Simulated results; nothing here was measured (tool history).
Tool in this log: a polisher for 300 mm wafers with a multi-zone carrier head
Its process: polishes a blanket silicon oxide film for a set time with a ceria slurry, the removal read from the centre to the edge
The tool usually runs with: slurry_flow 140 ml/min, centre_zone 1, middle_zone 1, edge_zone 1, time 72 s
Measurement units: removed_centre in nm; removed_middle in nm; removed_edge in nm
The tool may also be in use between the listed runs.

run,hour,slurry_flow,centre_zone,middle_zone,edge_zone,time,wafers since the last listed run,wafers polished on this pad,hours since the slurry nozzle was cleaned,hours since the centre zone pressure was calibrated,hours since the edge zone pressure was calibrated,hours since the carrier head's membrane was replaced,"incoming thickness of the incoming film, nm",removed_centre,removed_middle,removed_edge
1,0,140,1,1,1,72,0,1427,156,37.7,538.8,644.2,1725.8,287.7,281.9,276.8
# hour 43.7: worn pad replaced by a new one
2,53.6,170,1.05,1,1,72,468,93,209.6,91.3,592.4,697.8,1737.6,330,299.7,291.3
3,78.7,170,1.05,1,1,72,237,331,234.7,116.4,617.5,722.9,1763.5,318,302.3,293.7
4,128,140,1,1,1,72,465,797,284,165.7,666.8,772.2,1750.1,285.3,285,280.8
5,157.8,140,1,1,1,72,281,1078,313.8,195.5,696.6,802,1738.1,289.4,286.6,278.8
# hour 259: worn pad replaced by a new one
6,326.2,140,1,1,1,72,1553,635,482.2,363.9,865,970.4,1740.2,303.9,298.3,292.5
7,392.2,140,1,1,1,72,623,1259,548.2,429.9,931,1036.4,1705,287.2,287.8,281.1
# hour 454.4: worn pad replaced by a new one, of another model than before
8,454.9,140,1,1,1,72,554,4,610.9,492.6,993.7,1099.1,1714.8,290.3,291.7,284.7
9,476.9,140,1,1,1,72,207,212,632.9,514.6,1015.7,1121.1,1730.6,293.7,291.4,289.5
# hour 484.4: centre zone pressure recalibrated
10,525.7,140,1,1,1,72,442,655,681.7,41.3,1064.5,1169.9,1726.9,287.1,287,282
11,558.5,140,1.08,0.89,1,72,309,965,714.5,74.1,1097.3,1202.7,1753,310.9,258.9,279.7
12,602.3,140,1,1,1,72,413,1379,758.3,117.9,1141.1,1246.5,1711.1,274,274.9,274.1
13,647.8,125,1,1,1.04,72,430,1809,803.8,163.4,1186.6,1292,1717.5,259.2,259.8,266.2
# hour 678.8: worn pad replaced by a new one
14,711,140,1,1,1,72,559,304,867,226.6,1249.8,1355.2,1754.8,299.2,293.3,293.5
# hour 772.2: carrier head's membrane replaced by a new one
# hour 781.6: edge zone pressure recalibrated
15,782.1,140,1,1,1,72,605,909,938.1,297.7,0.5,9.9,1744.7,289.1,287.7,285.5
# hour 812.8: slurry nozzle cleaned
16,825.3,155,1.1,1,1,72,398,1308,12.5,340.9,43.7,53.1,1729.3,311.2,286.2,285
17,862.3,140,1,0.93,1,72,349,1658,49.5,377.9,80.7,90.1,1706.7,277.6,259,267.9
# hour 875.6: worn pad replaced by a new one
18,930.2,140,1,1,1,72,603,516,117.4,445.8,148.6,158,1733.4,295.2,293.2,286.2
19,966.8,160,1.1,1.06,1.07,72,345,862,154,482.4,185.2,194.6,1736.2,331.4,309.6,295.6
# hour 978.7: centre zone pressure recalibrated
20,1016.1,140,0.9,1.09,1,58,447,1309,203.3,37.4,234.5,243.9,1734.6,208.9,242.3,217.6
21,1048.6,140,1.07,1.09,0.92,72,307,1616,235.8,69.9,267,276.4,1739.5,300.4,295.8,259.4
22,1105.5,140,1,1,1,83,537,2154,292.7,126.8,323.9,333.3,1727.1,301.6,295.8,290.5

Branching from run 22: 4 alternative next runs. What would each branch give?
A,1105.9,140,1,1.09,1,72,3,2157,293.1,127.2,324.3,333.7,1758.7,?,?,?
B,1105.9,140,1,0.89,1,79,3,2157,293.1,127.2,324.3,333.7,1758.7,?,?,?
C,1105.9,140,1,1,1,87,3,2157,293.1,127.2,324.3,333.7,1758.7,?,?,?
D,1105.9,190,0.89,1,1.12,72,3,2157,293.1,127.2,324.3,333.7,1758.7,?,?,?

run,removed_centre,removed_middle,removed_edge
A,256.6,275.1,252
B,281.2,256.1,277.2
C,309.9,309.8,304.9
D,239.6,267.9,275.4
Had the tool no hidden state, the same runs would have come out as:
run,removed_centre,removed_middle,removed_edge
A,298.2,319.7,292.9
B,326.8,297.6,322.2
C,360.1,360,354.3
D,278.4,311.3,320.1
